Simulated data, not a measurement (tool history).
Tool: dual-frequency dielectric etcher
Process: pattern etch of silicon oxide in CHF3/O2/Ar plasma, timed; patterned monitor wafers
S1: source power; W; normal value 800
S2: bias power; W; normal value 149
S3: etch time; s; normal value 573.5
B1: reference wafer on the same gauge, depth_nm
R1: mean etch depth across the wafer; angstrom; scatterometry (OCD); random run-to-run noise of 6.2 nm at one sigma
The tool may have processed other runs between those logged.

run	hour	S1	S2	S3	B1	R1
1	0.0	800	149	573.5	1160.6	11624
2	32.1	800	149	573.5	1159.1	11694
3	44.8	800	149	573.5	1159.6	11813
4	62.8	800	149	573.5	1160.2	11620
5	92.5	800	149	573.5	1157.8	11637
6	120.2	650	149	437.0	1160.7	8334
7	141.7	800	131	573.5	1160.4	11443
8	156.9	800	131	573.5	1159.6	11391
9	187.7	950	141	573.5	1162.2	12530
10	221.7	800	178	573.5	1159.7	12319
# hour 247.9: upper electrode replaced
# hour 257.8: gauge calibrated
# hour 266.0: wet clean of the chamber
11	266.5	800	136	713.5	1160.1	13735
12	267.0	710	149	641.5	1158.5	11959
13	287.9	990	149	573.5	1159.8	12120
14	315.3	630	126	495.5	1159.9	8659
# hour 325.4: bias power generator calibrated
# hour 337.2: source power generator calibrated
15	340.7	960	127	691.0	1162.0	14045
16	370.6	680	178	573.5	1158.5	11144
17	404.3	990	149	573.5	1160.3	12190
18	436.4	800	149	573.5	1158.7	11425

For each run, what was the tool's unlogged condition?
source power that arrives over what is set, %: 0 at every run
bias power that arrives over what is set, %: 0 at every run
gauge reads high (%): 0 at every run
H1: etch rate over this chamber's usual, %
run	H1
1	3.27
2	3.54
3	3.65
4	3.8
5	4.06
6	4.29
7	4.48
8	4.61
9	4.87
10	5.16
11	-0.141
12	-0.136
13	0.0423
14	0.276
15	0.493
16	0.749
17	1.04
18	1.31
